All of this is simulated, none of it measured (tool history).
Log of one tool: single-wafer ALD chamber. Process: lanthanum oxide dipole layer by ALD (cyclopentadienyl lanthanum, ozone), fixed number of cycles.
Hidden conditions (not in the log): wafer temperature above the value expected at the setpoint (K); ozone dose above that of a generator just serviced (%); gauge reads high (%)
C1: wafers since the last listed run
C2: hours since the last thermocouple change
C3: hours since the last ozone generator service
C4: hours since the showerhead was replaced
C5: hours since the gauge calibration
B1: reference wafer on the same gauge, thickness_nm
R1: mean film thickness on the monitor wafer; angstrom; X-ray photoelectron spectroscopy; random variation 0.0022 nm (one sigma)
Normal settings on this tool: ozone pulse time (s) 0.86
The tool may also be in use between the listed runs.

run 1 hour=0.0 | ozone_pulse_time_(s)=0.86 | C1=0 C2=2278.7 C3=1088.2 C4=2806.1 C5=1112.2 | B1=0.42 | R1=4.54
run 2 hour=37.4 | ozone_pulse_time_(s)=1.02 | C1=821 C2=2316.1 C3=1125.6 C4=2843.5 C5=1149.6 | B1=0.42 | R1=4.98
-- hour=77.9 ozone generator serviced
run 3 hour=144.3 | ozone_pulse_time_(s)=1.02 | C1=2171 C2=2423.0 C3=66.4 C4=2950.4 C5=1256.5 | B1=0.42 | R1=5.13
run 4 hour=201.3 | ozone_pulse_time_(s)=1.02 | C1=1251 C2=2480.0 C3=123.4 C4=3007.4 C5=1313.5 | B1=0.42 | R1=5.07
run 5 hour=258.9 | ozone_pulse_time_(s)=0.86 | C1=1264 C2=2537.6 C3=181.0 C4=3065.0 C5=1371.1 | B1=0.42 | R1=4.70
run 6 hour=295.9 | ozone_pulse_time_(s)=0.74 | C1=812 C2=2574.6 C3=218.0 C4=3102.0 C5=1408.1 | B1=0.42 | R1=4.20
run 7 hour=332.9 | ozone_pulse_time_(s)=0.74 | C1=812 C2=2611.6 C3=255.0 C4=3139.0 C5=1445.1 | B1=0.42 | R1=4.22
-- hour=490.3 thermocouple changed; heater temperature recalibrated
run 8 hour=639.8 | ozone_pulse_time_(s)=0.86 | C1=6561 C2=149.5 C3=561.9 C4=3445.9 C5=1752.0 | B1=0.42 | R1=4.60
run 9 hour=875.9 | ozone_pulse_time_(s)=0.86 | C1=5183 C2=385.6 C3=798.0 C4=3682.0 C5=1988.1 | B1=0.42 | R1=4.56
run 10 hour=956.5 | ozone_pulse_time_(s)=1.14 | C1=1769 C2=466.2 C3=878.6 C4=3762.6 C5=2068.7 | B1=0.42 | R1=5.20
run 11 hour=1057.7 | ozone_pulse_time_(s)=0.65 | C1=2221 C2=567.4 C3=979.8 C4=3863.8 C5=2169.9 | B1=0.42 | R1=3.64
run 12 hour=1138.9 | ozone_pulse_time_(s)=1.18 | C1=1782 C2=648.6 C3=1061.0 C4=3945.0 C5=2251.1 | B1=0.42 | R1=5.25
run 13 hour=1183.7 | ozone_pulse_time_(s)=0.72 | C1=983 C2=693.4 C3=1105.8 C4=3989.8 C5=2295.9 | B1=0.42 | R1=4.01
run 14 hour=1223.5 | ozone_pulse_time_(s)=1.01 | C1=873 C2=733.2 C3=1145.6 C4=4029.6 C5=2335.7 | B1=0.42 | R1=4.94
run 15 hour=1295.0 | ozone_pulse_time_(s)=0.76 | C1=1569 C2=804.7 C3=1217.1 C4=4101.1 C5=2407.2 | B1=0.42 | R1=4.17
run 16 hour=1333.9 | ozone_pulse_time_(s)=1.06 | C1=853 C2=843.6 C3=1256.0 C4=4140.0 C5=2446.1 | B1=0.42 | R1=5.06
-- hour=1395.1 gauge calibrated
-- hour=1395.9 ozone generator serviced
run 17 hour=1441.0 | ozone_pulse_time_(s)=1.07 | C1=2175 C2=950.7 C3=45.1 C4=4247.1 C5=45.9 | B1=0.42 | R1=5.24
run 18 hour=1506.1 | ozone_pulse_time_(s)=0.54 | C1=1429 C2=1015.8 C3=110.2 C4=4312.2 C5=111.0 | B1=0.42 | R1=3.10
run 19 hour=1588.7 | ozone_pulse_time_(s)=0.62 | C1=1813 C2=1098.4 C3=192.8 C4=4394.8 C5=193.6 | B1=0.42 | R1=3.62
run 20 hour=1778.9 | ozone_pulse_time_(s)=0.86 | C1=4175 C2=1288.6 C3=383.0 C4=4585.0 C5=383.8 | B1=0.42 | R1=4.65
run 21 hour=1819.7 | ozone_pulse_time_(s)=0.86 | C1=895 C2=1329.4 C3=423.8 C4=4625.8 C5=424.6 | B1=0.42 | R1=4.62
run 22 hour=1886.9 | ozone_pulse_time_(s)=0.58 | C1=1475 C2=1396.6 C3=491.0 C4=4693.0 C5=491.8 | B1=0.42 | R1=3.26
-- hour=1973.9 showerhead replaced
run 23 hour=1986.5 | ozone_pulse_time_(s)=1.12 | C1=2010 C2=1496.2 C3=590.6 C4=12.6 C5=591.4 | B1=0.42 | R1=5.19
run 24 hour=2053.5 | ozone_pulse_time_(s)=0.86 | C1=1470 C2=1563.2 C3=657.6 C4=79.6 C5=658.4 | B1=0.42 | R1=4.58
run 25 hour=2127.5 | ozone_pulse_time_(s)=1.14 | C1=1624 C2=1637.2 C3=731.6 C4=153.6 C5=732.4 | B1=0.42 | R1=5.22
run 26 hour=2187.0 | ozone_pulse_time_(s)=0.59 | C1=1306 C2=1696.7 C3=791.1 C4=213.1 C5=791.9 | B1=0.42 | R1=3.29
run 27 hour=2292.1 | ozone_pulse_time_(s)=1.00 | C1=2307 C2=1801.8 C3=896.2 C4=318.2 C5=897.0 | B1=0.42 | R1=5.00
-- hour=2450.9 ozone generator serviced
run 28 hour=2451.4 | ozone_pulse_time_(s)=0.77 | C1=3321 C2=1961.1 C3=0.5 C4=477.5 C5=1056.3 | B1=0.42 | R1=4.47
run 29 hour=2494.0 | ozone_pulse_time_(s)=1.08 | C1=935 C2=2003.7 C3=43.1 C4=520.1 C5=1098.9 | B1=0.42 | R1=5.25
run 30 hour=2546.4 | ozone_pulse_time_(s)=0.86 | C1=1150 C2=2056.1 C3=95.5 C4=572.5 C5=1151.3 | B1=0.42 | R1=4.77
run 31 hour=2612.3 | ozone_pulse_time_(s)=0.86 | C1=1446 C2=2122.0 C3=161.4 C4=638.4 C5=1217.2 | B1=0.42 | R1=4.72
run 32 hour=2690.9 | ozone_pulse_time_(s)=0.86 | C1=1725 C2=2200.6 C3=240.0 C4=717.0 C5=1295.8 | B1=0.42 | R1=4.72
run 33 hour=2815.2 | ozone_pulse_time_(s)=0.66 | C1=2728 C2=2324.9 C3=364.3 C4=841.3 C5=1420.1 | B1=0.42 | R1=3.78

A few steps of R1 between consecutive runs. Split each: what settings, incoming material and random variation would produce without the hidden state, and what is left over for the hidden state, along with gauge scatter present in only one of the two compared results (measured, and without hidden state):
Run 2 -> 3: ozone generator serviced. R1 +0.15 angstrom: hidden state +0.15, all else +0.00.
Run 16 -> 17: ozone pulse time (s) 1.06 -> 1.07, gauge calibrated, ozone generator serviced. R1 +0.18 angstrom: hidden state +0.16, all else +0.02.
Run 17 -> 18: ozone pulse time (s) 1.07 -> 0.54. R1 -2.14 angstrom: hidden state -0.05, all else -2.09.
Run 22 -> 23: ozone pulse time (s) 0.58 -> 1.12, showerhead replaced. R1 +1.93 angstrom: hidden state +0.06, all else +1.87.
Run 25 -> 26: ozone pulse time (s) 1.14 -> 0.59. R1 -1.93 angstrom: hidden state -0.09, all else -1.84.
Run 27 -> 28: ozone pulse time (s) 1.00 -> 0.77, ozone generator serviced. R1 -0.53 angstrom: hidden state +0.18, all else -0.71.
